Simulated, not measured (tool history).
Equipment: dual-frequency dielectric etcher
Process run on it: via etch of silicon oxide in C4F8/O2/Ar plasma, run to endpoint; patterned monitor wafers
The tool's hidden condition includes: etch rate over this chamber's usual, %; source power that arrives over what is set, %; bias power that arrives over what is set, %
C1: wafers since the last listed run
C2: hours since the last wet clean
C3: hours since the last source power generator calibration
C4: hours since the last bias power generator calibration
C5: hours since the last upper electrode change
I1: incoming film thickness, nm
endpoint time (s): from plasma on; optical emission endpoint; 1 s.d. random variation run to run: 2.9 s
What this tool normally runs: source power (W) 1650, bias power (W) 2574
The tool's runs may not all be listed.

run 1 hour=0.0 | source_power_(W)=1910 bias_power_(W)=2574 | C1=0 C2=274.8 C3=2512.9 C4=2288.6 C5=2720.6 | I1=1886.7 | endpoint_time_(s)=360.9
run 2 hour=69.5 | source_power_(W)=1910 bias_power_(W)=2574 | C1=350 C2=344.3 C3=2582.4 C4=2358.1 C5=2790.1 | I1=1879.5 | endpoint_time_(s)=362.8
run 3 hour=113.0 | source_power_(W)=1910 bias_power_(W)=2574 | C1=219 C2=387.8 C3=2625.9 C4=2401.6 C5=2833.6 | I1=1892.5 | endpoint_time_(s)=366.2
-- hour=162.9 wet clean of the chamber
run 4 hour=175.7 | source_power_(W)=1650 bias_power_(W)=2574 | C1=195 C2=12.8 C3=2688.6 C4=2464.3 C5=2896.3 | I1=1871.9 | endpoint_time_(s)=344.2
run 5 hour=221.3 | source_power_(W)=1650 bias_power_(W)=2574 | C1=230 C2=58.4 C3=2734.2 C4=2509.9 C5=2941.9 | I1=1892.5 | endpoint_time_(s)=350.6
-- hour=266.6 wet clean of the chamber, repeated, since the last time left the tool worse
run 6 hour=302.2 | source_power_(W)=1650 bias_power_(W)=2574 | C1=287 C2=35.6 C3=2815.1 C4=2590.8 C5=3022.8 | I1=1880.5 | endpoint_time_(s)=373.6
run 7 hour=350.2 | source_power_(W)=1930 bias_power_(W)=2060 | C1=242 C2=83.6 C3=2863.1 C4=2638.8 C5=3070.8 | I1=1883.2 | endpoint_time_(s)=373.0
-- hour=356.4 source power generator calibrated
run 8 hour=429.5 | source_power_(W)=1650 bias_power_(W)=2574 | C1=380 C2=162.9 C3=73.1 C4=2718.1 C5=3150.1 | I1=1882.0 | endpoint_time_(s)=378.2
run 9 hour=517.4 | source_power_(W)=1360 bias_power_(W)=2955 | C1=443 C2=250.8 C3=161.0 C4=2806.0 C5=3238.0 | I1=1891.1 | endpoint_time_(s)=394.0
-- hour=549.0 bias power generator calibrated
run 10 hour=567.4 | source_power_(W)=1350 bias_power_(W)=3087 | C1=232 C2=300.8 C3=211.0 C4=18.4 C5=3288.0 | I1=1879.9 | endpoint_time_(s)=387.4
-- hour=680.0 upper electrode replaced
run 11 hour=680.5 | source_power_(W)=1650 bias_power_(W)=2574 | C1=449 C2=413.9 C3=324.1 C4=131.5 C5=0.5 | I1=1901.4 | endpoint_time_(s)=385.0
-- hour=744.7 wet clean of the chamber
run 12 hour=745.2 | source_power_(W)=1340 bias_power_(W)=2574 | C1=205 C2=0.5 C3=388.8 C4=196.2 C5=65.2 | I1=1893.9 | endpoint_time_(s)=390.5
run 13 hour=814.0 | source_power_(W)=2000 bias_power_(W)=2023 | C1=347 C2=69.3 C3=457.6 C4=265.0 C5=134.0 | I1=1865.9 | endpoint_time_(s)=362.6
run 14 hour=852.0 | source_power_(W)=1990 bias_power_(W)=2089 | C1=191 C2=107.3 C3=495.6 C4=303.0 C5=172.0 | I1=1893.7 | endpoint_time_(s)=371.3

Each row is a separate what-if for the run after 14, all from the same tool condition, not one after another. Results?
run A hour=852.5 | source_power_(W)=1550 bias_power_(W)=2574 | C1=2 C2=107.8 C3=496.1 C4=303.5 C5=172.5 | I1=1865.3 | endpoint_time_(s)=?
run B hour=852.5 | source_power_(W)=1540 bias_power_(W)=3070 | C1=2 C2=107.8 C3=496.1 C4=303.5 C5=172.5 | I1=1865.3 | endpoint_time_(s)=?
run C hour=852.5 | source_power_(W)=1390 bias_power_(W)=1972 | C1=2 C2=107.8 C3=496.1 C4=303.5 C5=172.5 | I1=1865.3 | endpoint_time_(s)=?

run=A endpoint_time_(s)=375.8
run=B endpoint_time_(s)=364.3
run=C endpoint_time_(s)=403.5
Stripped of hidden state, with their random variation kept, the same runs would have yielded:
run=A endpoint_time_(s)=372.6
run=B endpoint_time_(s)=361.2
run=C endpoint_time_(s)=400.0

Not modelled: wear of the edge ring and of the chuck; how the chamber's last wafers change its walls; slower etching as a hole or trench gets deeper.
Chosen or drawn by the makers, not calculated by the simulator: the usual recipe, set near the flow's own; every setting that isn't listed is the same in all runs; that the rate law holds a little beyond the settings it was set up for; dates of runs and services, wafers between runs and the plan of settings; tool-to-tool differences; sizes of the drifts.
